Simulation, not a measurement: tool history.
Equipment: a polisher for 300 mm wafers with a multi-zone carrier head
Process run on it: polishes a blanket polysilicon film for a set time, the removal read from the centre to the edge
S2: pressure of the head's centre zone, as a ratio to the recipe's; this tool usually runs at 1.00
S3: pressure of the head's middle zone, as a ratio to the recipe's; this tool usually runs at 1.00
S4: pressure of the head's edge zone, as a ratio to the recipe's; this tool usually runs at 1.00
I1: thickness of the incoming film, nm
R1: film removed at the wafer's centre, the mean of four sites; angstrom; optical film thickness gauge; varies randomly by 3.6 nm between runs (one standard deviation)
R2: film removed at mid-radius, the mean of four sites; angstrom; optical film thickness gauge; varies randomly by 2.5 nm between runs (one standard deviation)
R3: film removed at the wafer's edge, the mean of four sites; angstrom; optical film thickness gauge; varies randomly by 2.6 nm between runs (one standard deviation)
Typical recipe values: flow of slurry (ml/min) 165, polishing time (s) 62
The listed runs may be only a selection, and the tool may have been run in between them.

{"run": 1, "day": 0.0, "flow of slurry (ml/min)": 165, "S2": 1.0, "S3": 1.0, "S4": 1.0, "polishing time (s)": 49, "I1": 1352.1, "R1": 2941, "R2": 2864, "R3": 2896}
{"day": 2.883, "done": "centre zone pressure recalibrated"}
{"run": 2, "day": 2.979, "flow of slurry (ml/min)": 165, "S2": 1.0, "S3": 1.0, "S4": 1.0, "polishing time (s)": 62, "I1": 1362.5, "R1": 3782, "R2": 3641, "R3": 3670}
{"day": 3.725, "done": "worn pad replaced by a new one"}
{"day": 5.212, "done": "slurry nozzle cleaned"}
{"run": 3, "day": 5.917, "flow of slurry (ml/min)": 165, "S2": 1.0, "S3": 1.0, "S4": 1.0, "polishing time (s)": 62, "I1": 1367.7, "R1": 3685, "R2": 3604, "R3": 3637}
{"run": 4, "day": 9.7, "flow of slurry (ml/min)": 165, "S2": 1.0, "S3": 1.0, "S4": 1.0, "polishing time (s)": 62, "I1": 1353.8, "R1": 3765, "R2": 3597, "R3": 3688}
{"day": 12.846, "done": "carrier head's membrane replaced by a new one"}
{"run": 5, "day": 12.867, "flow of slurry (ml/min)": 165, "S2": 1.0, "S3": 1.0, "S4": 1.0, "polishing time (s)": 62, "I1": 1351.9, "R1": 3733, "R2": 3563, "R3": 3623}
{"day": 14.254, "done": "worn pad replaced by a new one"}
{"run": 6, "day": 14.721, "flow of slurry (ml/min)": 165, "S2": 1.0, "S3": 1.0, "S4": 1.0, "polishing time (s)": 62, "I1": 1379.2, "R1": 3778, "R2": 3604, "R3": 3657}
{"day": 16.171, "done": "slurry nozzle cleaned"}
{"day": 17.6, "done": "centre zone pressure recalibrated"}
{"run": 7, "day": 20.812, "flow of slurry (ml/min)": 165, "S2": 0.94, "S3": 1.0, "S4": 1.0, "polishing time (s)": 62, "I1": 1366.5, "R1": 3500, "R2": 3597, "R3": 3667}
{"run": 8, "day": 22.925, "flow of slurry (ml/min)": 165, "S2": 1.0, "S3": 1.0, "S4": 1.0, "polishing time (s)": 62, "I1": 1356.5, "R1": 3800, "R2": 3618, "R3": 3674}
{"day": 23.962, "done": "worn pad replaced by a new one"}
{"run": 9, "day": 26.888, "flow of slurry (ml/min)": 165, "S2": 1.0, "S3": 1.0, "S4": 1.0, "polishing time (s)": 62, "I1": 1378.4, "R1": 3694, "R2": 3568, "R3": 3660}
{"day": 27.646, "done": "slurry nozzle cleaned"}
{"run": 10, "day": 29.804, "flow of slurry (ml/min)": 220, "S2": 0.9, "S3": 1.05, "S4": 1.0, "polishing time (s)": 62, "I1": 1338.0, "R1": 3574, "R2": 3894, "R3": 3724}
{"run": 11, "day": 31.883, "flow of slurry (ml/min)": 165, "S2": 1.0, "S3": 1.0, "S4": 1.0, "polishing time (s)": 62, "I1": 1389.1, "R1": 3758, "R2": 3616, "R3": 3656}
{"day": 32.25, "done": "centre zone pressure recalibrated"}
{"day": 34.762, "done": "edge zone pressure recalibrated"}
{"day": 34.817, "done": "carrier head's membrane replaced by a new one"}
{"run": 12, "day": 34.921, "flow of slurry (ml/min)": 165, "S2": 1.0, "S3": 0.93, "S4": 1.0, "polishing time (s)": 62, "I1": 1375.3, "R1": 3792, "R2": 3353, "R3": 3693}
{"day": 35.846, "done": "worn pad replaced by a new one"}
{"run": 13, "day": 38.25, "flow of slurry (ml/min)": 165, "S2": 1.1, "S3": 1.0, "S4": 1.0, "polishing time (s)": 75, "I1": 1368.4, "R1": 5046, "R2": 4302, "R3": 4437}
{"day": 40.533, "done": "slurry nozzle cleaned"}
{"run": 14, "day": 41.167, "flow of slurry (ml/min)": 135, "S2": 0.92, "S3": 1.0, "S4": 1.09, "polishing time (s)": 41, "I1": 1364.5, "R1": 2213, "R2": 2316, "R3": 2498}
{"run": 15, "day": 44.75, "flow of slurry (ml/min)": 165, "S2": 1.09, "S3": 1.08, "S4": 1.08, "polishing time (s)": 62, "I1": 1370.3, "R1": 4135, "R2": 3851, "R3": 3818}
{"day": 46.554, "done": "centre zone pressure recalibrated"}
{"day": 46.825, "done": "worn pad replaced by a new one"}
{"run": 16, "day": 47.825, "flow of slurry (ml/min)": 180, "S2": 1.0, "S3": 1.0, "S4": 1.0, "polishing time (s)": 62, "I1": 1361.9, "R1": 3805, "R2": 3657, "R3": 3702}
{"run": 17, "day": 50.296, "flow of slurry (ml/min)": 165, "S2": 1.0, "S3": 1.0, "S4": 1.0, "polishing time (s)": 62, "I1": 1355.6, "R1": 3835, "R2": 3591, "R3": 3691}
{"day": 51.354, "done": "slurry nozzle cleaned"}
{"run": 18, "day": 54.012, "flow of slurry (ml/min)": 165, "S2": 1.0, "S3": 1.0, "S4": 1.0, "polishing time (s)": 62, "I1": 1363.6, "R1": 3763, "R2": 3587, "R3": 3669}

What if the next run were any one of these 3? Each begins from the tool's condition after run 18:
{"run": "A", "day": 54.029, "flow of slurry (ml/min)": 165, "S2": 1.0, "S3": 1.0, "S4": 1.0, "polishing time (s)": 62, "I1": 1358.9, "R1": "?", "R2": "?", "R3": "?"}
{"run": "B", "day": 54.029, "flow of slurry (ml/min)": 165, "S2": 0.96, "S3": 1.0, "S4": 1.0, "polishing time (s)": 83, "I1": 1358.9, "R1": "?", "R2": "?", "R3": "?"}
{"run": "C", "day": 54.029, "flow of slurry (ml/min)": 225, "S2": 1.1, "S3": 1.0, "S4": 0.91, "polishing time (s)": 81, "I1": 1358.9, "R1": "?", "R2": "?", "R3": "?"}

run=A R1=3765 R2=3593 R3=3697
run=B R1=4837 R2=4811 R3=4949
run=C R1=5607 R2=4842 R3=4727
Stripped of hidden state, with their random variation kept, the same runs would have yielded:
run=A R1=3765 R2=3593 R3=3697
run=B R1=4837 R2=4811 R3=4949
run=C R1=5607 R2=4842 R3=4727

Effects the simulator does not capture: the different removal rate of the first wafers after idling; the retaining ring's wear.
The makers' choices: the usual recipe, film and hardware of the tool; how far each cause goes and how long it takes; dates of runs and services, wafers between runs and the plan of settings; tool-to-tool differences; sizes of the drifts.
